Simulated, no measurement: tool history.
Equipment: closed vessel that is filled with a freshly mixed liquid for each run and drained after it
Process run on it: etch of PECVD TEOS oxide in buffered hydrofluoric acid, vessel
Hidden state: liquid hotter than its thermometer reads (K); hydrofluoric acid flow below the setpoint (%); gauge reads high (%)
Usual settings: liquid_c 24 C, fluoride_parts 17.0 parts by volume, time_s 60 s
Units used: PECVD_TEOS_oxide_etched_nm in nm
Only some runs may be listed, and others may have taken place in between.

run,hour,liquid_c,fluoride_parts,time_s,wafers since the last listed run,hours since the thermometer was replaced,hours since the hydrofluoric acid flow meter was replaced,hours since the gauge calibration,"read-back film thickness of the PECVD TEOS oxide reference wafer, read on the same gauge (nm)",PECVD_TEOS_oxide_etched_nm
1,0.0,24,17.0,60,0,235.4,1920.4,39.3,130.02,104.06
2,33.2,24,17.0,60,4525,268.6,1953.6,72.5,129.99,104.84
3,52.1,24,17.0,60,2576,287.5,1972.5,91.4,129.96,104.82
4,74.5,24,17.0,60,3053,309.9,1994.9,113.8,129.99,104.15
5,104.2,24,17.0,60,4048,339.6,2024.6,143.5,129.96,105.04
6,128.9,24,17.0,60,3366,364.3,2049.3,168.2,129.96,104.40
7,141.0,24,17.0,60,1649,376.4,2061.4,180.3,130.03,104.53
8,160.6,24,20.5,60,2671,396.0,2081.0,199.9,129.99,88.00
9,175.4,26,17.0,60,2017,410.8,2095.8,214.7,130.00,116.90
10,199.9,26,17.0,60,3339,435.3,2120.3,239.2,129.99,117.49
11,223.1,24,17.0,60,3162,458.5,2143.5,262.4,130.00,105.33
12,245.2,24,17.0,60,3012,480.6,2165.6,284.5,130.01,104.60
# hour 247.6: hydrofluoric acid flow meter replaced
13,260.0,24,21.0,35,1881,495.4,12.4,299.3,130.02,50.53
14,288.8,24,17.0,60,3925,524.2,41.2,328.1,130.01,105.51
# hour 340.7: gauge calibrated
15,384.9,21,22.0,85,13099,620.3,137.3,44.2,130.02,101.73
16,403.6,24,13.5,60,2549,639.0,156.0,62.9,130.01,132.75
# hour 405.7: thermometer replaced
17,422.6,24,10.5,75,2453,16.9,175.0,81.9,129.96,206.95
18,438.4,24,17.0,60,2153,32.7,190.8,97.7,130.02,103.65
19,454.2,27,11.5,75,2153,48.5,206.6,113.5,129.98,224.18
20,477.2,24,17.0,60,3135,71.5,229.6,136.5,130.00,103.96
21,507.1,24,13.0,90,4075,101.4,259.5,166.4,129.98,203.33
22,529.6,24,13.0,90,3067,123.9,282.0,188.9,130.00,203.28
23,562.4,26,17.0,70,4471,156.7,314.8,221.7,130.00,136.80
24,580.1,24,17.0,60,2412,174.4,332.5,239.4,129.98,104.09
25,598.0,24,17.0,40,2439,192.3,350.4,257.3,130.01,69.50

Describe how what the log doesn't record of the tool's condition differs between the last listed run preceding each entry between runs and the first listed run following it.
In the gap between runs 12 and 13: hydrofluoric acid flow meter replaced (hour 247.6)
  liquid hotter than its thermometer reads (K): 0.275 -> 0.283
  measured less the result without the state, PECVD_TEOS_oxide_etched_nm: +1.58 -> +0.77 nm
In the gap between runs 14 and 15: gauge calibrated (hour 340.7)
  liquid hotter than its thermometer reads (K): 0.298 -> 0.347
  measured less the result without the state, PECVD_TEOS_oxide_etched_nm: +1.72 -> +1.97 nm
In the gap between runs 16 and 17: thermometer replaced (hour 405.7)
  liquid hotter than its thermometer reads (K): 0.357 -> 0.0884
  measured less the result without the state, PECVD_TEOS_oxide_etched_nm: +2.58 -> +1.01 nm
